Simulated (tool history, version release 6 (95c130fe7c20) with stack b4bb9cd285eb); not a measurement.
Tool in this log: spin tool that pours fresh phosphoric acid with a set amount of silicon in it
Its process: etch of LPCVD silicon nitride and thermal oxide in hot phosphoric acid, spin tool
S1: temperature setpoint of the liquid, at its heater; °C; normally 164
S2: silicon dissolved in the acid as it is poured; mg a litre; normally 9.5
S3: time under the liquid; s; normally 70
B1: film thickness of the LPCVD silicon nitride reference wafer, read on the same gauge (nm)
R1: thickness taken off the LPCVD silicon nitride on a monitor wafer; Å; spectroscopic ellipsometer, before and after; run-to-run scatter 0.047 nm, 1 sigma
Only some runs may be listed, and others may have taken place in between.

run 1 hour=0 | S1=164 S2=5.5 S3=90 | B1=70.03 | R1=89.1
run 2 hour=14.1 | S1=164 S2=5.5 S3=90 | B1=69.99 | R1=88.8
run 3 hour=27.6 | S1=164 S2=5.5 S3=90 | B1=70.01 | R1=88.1
run 4 hour=49.3 | S1=164 S2=9.5 S3=90 | B1=69.99 | R1=87.6
run 5 hour=68.3 | S1=166 S2=12 S3=70 | B1=70 | R1=74.6
-- hour=82.6 dissolved silicon flow meter replaced
run 6 hour=97.6 | S1=164 S2=9.5 S3=70 | B1=70.01 | R1=69.8
run 7 hour=112.3 | S1=166.5 S2=15 S3=60 | B1=70.01 | R1=63.7
run 8 hour=145.4 | S1=166.5 S2=9.5 S3=85 | B1=70 | R1=91.7
run 9 hour=170.6 | S1=165 S2=17 S3=85 | B1=69.99 | R1=85.4
-- hour=189.2 thermometer replaced
run 10 hour=202.6 | S1=164 S2=9.5 S3=70 | B1=70 | R1=68.7
run 11 hour=217.7 | S1=163 S2=11.5 S3=50 | B1=70.01 | R1=47
run 12 hour=239.4 | S1=167 S2=9.5 S3=35 | B1=70 | R1=38.1
-- hour=250.1 heated supply line repaired
run 13 hour=268 | S1=164 S2=5 S3=70 | B1=69.98 | R1=74
run 14 hour=291.2 | S1=166.5 S2=15 S3=60 | B1=70.01 | R1=68.9
-- hour=299.6 gauge calibrated
run 15 hour=367.9 | S1=165.5 S2=9.5 S3=70 | B1=69.99 | R1=77.1
run 16 hour=385.8 | S1=165 S2=17 S3=85 | B1=70.01 | R1=91.8
run 17 hour=408.6 | S1=161.5 S2=9.5 S3=110 | B1=70 | R1=106.5
run 18 hour=443.8 | S1=165.5 S2=9.5 S3=95 | B1=70.01 | R1=105.1
run 19 hour=470.1 | S1=164 S2=9.5 S3=70 | B1=70 | R1=72.7
run 20 hour=484.9 | S1=164 S2=9.5 S3=70 | B1=70 | R1=73.9
run 21 hour=504 | S1=162.5 S2=15.5 S3=110 | B1=70.01 | R1=108.7

Branching from run 21: 5 alternative next runs. What would each branch give?
run A hour=504.4 | S1=164 S2=9.5 S3=70 | B1=? | R1=?
run B hour=504.4 | S1=164 S2=13 S3=30 | B1=? | R1=?
run C hour=504.4 | S1=164 S2=6.5 S3=70 | B1=? | R1=?
run D hour=504.4 | S1=166 S2=9.5 S3=70 | B1=? | R1=?
run E hour=504.4 | S1=164 S2=14.5 S3=70 | B1=? | R1=?

run=A B1=70.03 R1=72.9
run=B B1=70.03 R1=31.3
run=C B1=70.03 R1=72.9
run=D B1=70.03 R1=77.9
run=E B1=70.03 R1=72.9
Had the tool no hidden state, the same runs would have come out as:
run=A R1=73.9
run=B R1=31.7
run=C R1=73.9
run=D R1=78.9
run=E R1=73.9
